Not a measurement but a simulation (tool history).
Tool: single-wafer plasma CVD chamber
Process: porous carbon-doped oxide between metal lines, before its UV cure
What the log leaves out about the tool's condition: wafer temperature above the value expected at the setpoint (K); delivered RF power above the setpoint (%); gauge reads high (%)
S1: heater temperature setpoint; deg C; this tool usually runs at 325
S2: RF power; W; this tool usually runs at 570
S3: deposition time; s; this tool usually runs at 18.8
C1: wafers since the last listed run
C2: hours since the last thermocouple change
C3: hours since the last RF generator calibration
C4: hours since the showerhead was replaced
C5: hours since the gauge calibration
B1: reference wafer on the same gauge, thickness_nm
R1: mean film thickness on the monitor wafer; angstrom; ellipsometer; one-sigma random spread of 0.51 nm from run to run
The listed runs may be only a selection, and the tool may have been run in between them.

run 1 hour=0.0 | S1=325 S2=570 S3=18.8 | C1=0 C2=2180.8 C3=1810.8 C4=6107.6 C5=168.9 | B1=124.167 | R1=1032.54
run 2 hour=43.6 | S1=325 S2=570 S3=18.8 | C1=1157 C2=2224.4 C3=1854.4 C4=6151.2 C5=212.5 | B1=123.767 | R1=1031.29
run 3 hour=97.1 | S1=325 S2=570 S3=18.8 | C1=1420 C2=2277.9 C3=1907.9 C4=6204.7 C5=266.0 | B1=124.046 | R1=1033.08
run 4 hour=184.6 | S1=325 S2=570 S3=18.8 | C1=2323 C2=2365.4 C3=1995.4 C4=6292.2 C5=353.5 | B1=124.091 | R1=1034.01
run 5 hour=248.7 | S1=325 S2=570 S3=18.8 | C1=1702 C2=2429.5 C3=2059.5 C4=6356.3 C5=417.6 | B1=124.144 | R1=1025.39
run 6 hour=339.9 | S1=332 S2=570 S3=18.8 | C1=2421 C2=2520.7 C3=2150.7 C4=6447.5 C5=508.8 | B1=124.145 | R1=995.28
run 7 hour=419.9 | S1=332 S2=570 S3=18.8 | C1=2124 C2=2600.7 C3=2230.7 C4=6527.5 C5=588.8 | B1=124.017 | R1=1000.75
run 8 hour=500.8 | S1=332 S2=570 S3=18.8 | C1=2148 C2=2681.6 C3=2311.6 C4=6608.4 C5=669.7 | B1=123.926 | R1=998.59
run 9 hour=584.1 | S1=333 S2=570 S3=20.3 | C1=2211 C2=2764.9 C3=2394.9 C4=6691.7 C5=753.0 | B1=123.961 | R1=1065.16
-- hour=610.4 gauge calibrated
-- hour=661.8 RF generator calibrated
run 10 hour=662.3 | S1=333 S2=570 S3=20.3 | C1=1864 C2=2843.1 C3=0.5 C4=6769.9 C5=51.9 | B1=124.086 | R1=1109.89
-- hour=710.8 thermocouple changed; heater temperature recalibrated
run 11 hour=723.9 | S1=338 S2=515 S3=16.1 | C1=1423 C2=13.1 C3=62.1 C4=6831.5 C5=113.5 | B1=124.113 | R1=796.12
run 12 hour=787.7 | S1=339 S2=525 S3=22.6 | C1=1694 C2=76.9 C3=125.9 C4=6895.3 C5=177.3 | B1=124.035 | R1=1111.98
run 13 hour=842.9 | S1=325 S2=570 S3=18.8 | C1=1465 C2=132.1 C3=181.1 C4=6950.5 C5=232.5 | B1=123.920 | R1=1058.89
run 14 hour=910.4 | S1=325 S2=660 S3=18.8 | C1=1792 C2=199.6 C3=248.6 C4=7018.0 C5=300.0 | B1=124.012 | R1=1193.10
run 15 hour=972.1 | S1=325 S2=570 S3=18.8 | C1=1638 C2=261.3 C3=310.3 C4=7079.7 C5=361.7 | B1=123.896 | R1=1053.05
run 16 hour=1018.7 | S1=325 S2=570 S3=18.8 | C1=1237 C2=307.9 C3=356.9 C4=7126.3 C5=408.3 | B1=123.827 | R1=1039.14
-- hour=1075.4 showerhead replaced
run 17 hour=1103.9 | S1=334 S2=680 S3=21.0 | C1=2049 C2=393.1 C3=442.1 C4=28.5 C5=493.5 | B1=123.996 | R1=1300.09

What will run 18 give?
run 18 hour=1203.2 | S1=316 S2=475 S3=18.8 | C1=2636 C2=492.4 C3=541.4 C4=127.8 C5=592.8 | B1=? | R1=?

Run 18 gave B1 123.916, R1 922.39 angstrom.
Take away the tool's hidden state, keep the run-to-run variation as it was, and the same run would have given R1 953.33 angstrom.
